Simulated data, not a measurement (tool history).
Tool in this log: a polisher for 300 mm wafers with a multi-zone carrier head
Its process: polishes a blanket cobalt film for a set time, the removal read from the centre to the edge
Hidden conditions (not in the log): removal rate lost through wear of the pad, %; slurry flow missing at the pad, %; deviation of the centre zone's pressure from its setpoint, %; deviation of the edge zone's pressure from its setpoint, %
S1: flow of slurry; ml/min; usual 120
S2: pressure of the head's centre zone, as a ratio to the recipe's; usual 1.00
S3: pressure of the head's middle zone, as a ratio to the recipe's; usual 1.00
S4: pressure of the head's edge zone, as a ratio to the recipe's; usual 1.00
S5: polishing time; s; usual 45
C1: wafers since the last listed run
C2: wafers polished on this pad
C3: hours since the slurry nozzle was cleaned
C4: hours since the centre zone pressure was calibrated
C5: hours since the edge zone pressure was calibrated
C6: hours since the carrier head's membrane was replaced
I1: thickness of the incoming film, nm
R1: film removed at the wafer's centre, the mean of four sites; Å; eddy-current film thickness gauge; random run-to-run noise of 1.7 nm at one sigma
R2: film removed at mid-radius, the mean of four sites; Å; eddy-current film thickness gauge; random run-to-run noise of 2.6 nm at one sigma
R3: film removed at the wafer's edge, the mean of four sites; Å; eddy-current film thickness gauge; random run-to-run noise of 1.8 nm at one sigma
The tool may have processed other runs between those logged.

Run 1, hour 0.0: usual settings; C1 0; C2 784; C3 503.9; C4 656.9; C5 171.7; C6 1678.7; I1 650.2. Result: R1 2142 Å, R2 2070 Å, R3 2178 Å.
At hour 26.2: worn pad replaced by a new one.
Run 2, hour 27.9: usual settings; C1 192; C2 13; C3 531.8; C4 684.8; C5 199.6; C6 1706.6; I1 659.7. Result: R1 2175 Å, R2 2042 Å, R3 2162 Å.
Run 3, hour 42.7: usual settings; C1 119; C2 133; C3 546.6; C4 699.6; C5 214.4; C6 1721.4; I1 653.1. Result: R1 2154 Å, R2 2049 Å, R3 2145 Å.
Run 4, hour 62.0: usual settings; C1 155; C2 288; C3 565.9; C4 718.9; C5 233.7; C6 1740.7; I1 658.0. Result: R1 2176 Å, R2 2031 Å, R3 2194 Å.
Run 5, hour 93.4: usual settings but S5 35 s; C1 253; C2 542; C3 597.3; C4 750.3; C5 265.1; C6 1772.1; I1 642.5. Result: R1 1664 Å, R2 1575 Å, R3 1682 Å.
Run 6, hour 118.2: usual settings but S5 35 s; C1 200; C2 742; C3 622.1; C4 775.1; C5 289.9; C6 1796.9; I1 660.2. Result: R1 1695 Å, R2 1592 Å, R3 1683 Å.
At hour 137.0: centre zone pressure recalibrated.
At hour 143.3: worn pad replaced by a new one.
At hour 157.1: carrier head's membrane replaced by a new one.
At hour 184.2: edge zone pressure recalibrated.
Run 7, hour 203.9: usual settings; C1 586; C2 432; C3 707.8; C4 66.9; C5 19.7; C6 46.8; I1 644.8. Result: R1 2153 Å, R2 2040 Å, R3 2108 Å.
Run 8, hour 226.1: usual settings; C1 179; C2 611; C3 730.0; C4 89.1; C5 41.9; C6 69.0; I1 645.1. Result: R1 2175 Å, R2 2069 Å, R3 2170 Å.
Run 9, hour 238.3: usual settings but S1 155 ml/min; C1 98; C2 709; C3 742.2; C4 101.3; C5 54.1; C6 81.2; I1 637.1. Result: R1 2289 Å, R2 2160 Å, R3 2246 Å.
At hour 265.1: worn pad replaced by a new one.
Run 10, hour 269.8: usual settings; C1 221; C2 37; C3 773.7; C4 132.8; C5 85.6; C6 112.7; I1 649.1. Result: R1 2153 Å, R2 2072 Å, R3 2143 Å.
Run 11, hour 284.3: usual settings but S1 160 ml/min, S4 1.09; C1 117; C2 154; C3 788.2; C4 147.3; C5 100.1; C6 127.2; I1 647.9. Result: R1 2286 Å, R2 2157 Å, R3 2367 Å.
At hour 300.9: slurry nozzle cleaned.
Run 12, hour 311.6: usual settings but S4 1.09; C1 212; C2 367; C3 10.7; C4 174.6; C5 127.4; C6 154.5; I1 655.6. Result: R1 2177 Å, R2 2032 Å, R3 2239 Å.
Run 13, hour 327.4: usual settings but S1 85 ml/min, S2 0.89; C1 127; C2 494; C3 26.5; C4 190.4; C5 143.2; C6 170.3; I1 659.9. Result: R1 1740 Å, R2 1896 Å, R3 2025 Å.
Run 14, hour 343.7: usual settings but S1 140 ml/min, S3 0.90, S5 30 s; C1 131; C2 626; C3 42.8; C4 206.7; C5 159.5; C6 186.6; I1 640.1. Result: R1 1495 Å, R2 1282 Å, R3 1477 Å.
Run 15, hour 370.9: usual settings; C1 219; C2 845; C3 70.0; C4 233.9; C5 186.7; C6 213.8; I1 660.1. Result: R1 2158 Å, R2 2078 Å, R3 2172 Å.
At hour 379.7: worn pad replaced by a new one.
Run 16, hour 396.6: usual settings but S2 1.09, S4 0.91; C1 175; C2 136; C3 95.7; C4 259.6; C5 212.4; C6 239.5; I1 657.6. Result: R1 2350 Å, R2 2083 Å, R3 2044 Å.

Below are 5 alternative next runs, each starting from the tool's condition after run 16. Predict each:
Run A, hour 397.0: usual settings but S5 54 s; C1 3; C2 139; C3 96.1; C4 260.0; C5 212.8; C6 239.9; I1 635.7. Result: R1 ?, R2 ?, R3 ?.
Run B, hour 397.0: usual settings but S5 36 s; C1 3; C2 139; C3 96.1; C4 260.0; C5 212.8; C6 239.9; I1 635.7. Result: R1 ?, R2 ?, R3 ?.
Run C, hour 397.0: usual settings but S2 0.90; C1 3; C2 139; C3 96.1; C4 260.0; C5 212.8; C6 239.9; I1 635.7. Result: R1 ?, R2 ?, R3 ?.
Run D, hour 397.0: usual settings but S1 130 ml/min, S3 0.92, S5 34 s; C1 3; C2 139; C3 96.1; C4 260.0; C5 212.8; C6 239.9; I1 635.7. Result: R1 ?, R2 ?, R3 ?.
Run E, hour 397.0: usual settings but S1 145 ml/min, S3 0.97; C1 3; C2 139; C3 96.1; C4 260.0; C5 212.8; C6 239.9; I1 635.7. Result: R1 ?, R2 ?, R3 ?.

run    R1    R2    R3
  A  2601  2419  2545
  B  1734  1613  1697
  C  1949  2017  2121
  D  1667  1448  1622
  E  2259  2040  2177
What these runs would have given with no unlogged condition in the tool:
run    R1    R2    R3
  A  2601  2419  2545
  B  1734  1613  1697
  C  1949  2017  2121
  D  1667  1448  1622
  E  2259  2040  2177

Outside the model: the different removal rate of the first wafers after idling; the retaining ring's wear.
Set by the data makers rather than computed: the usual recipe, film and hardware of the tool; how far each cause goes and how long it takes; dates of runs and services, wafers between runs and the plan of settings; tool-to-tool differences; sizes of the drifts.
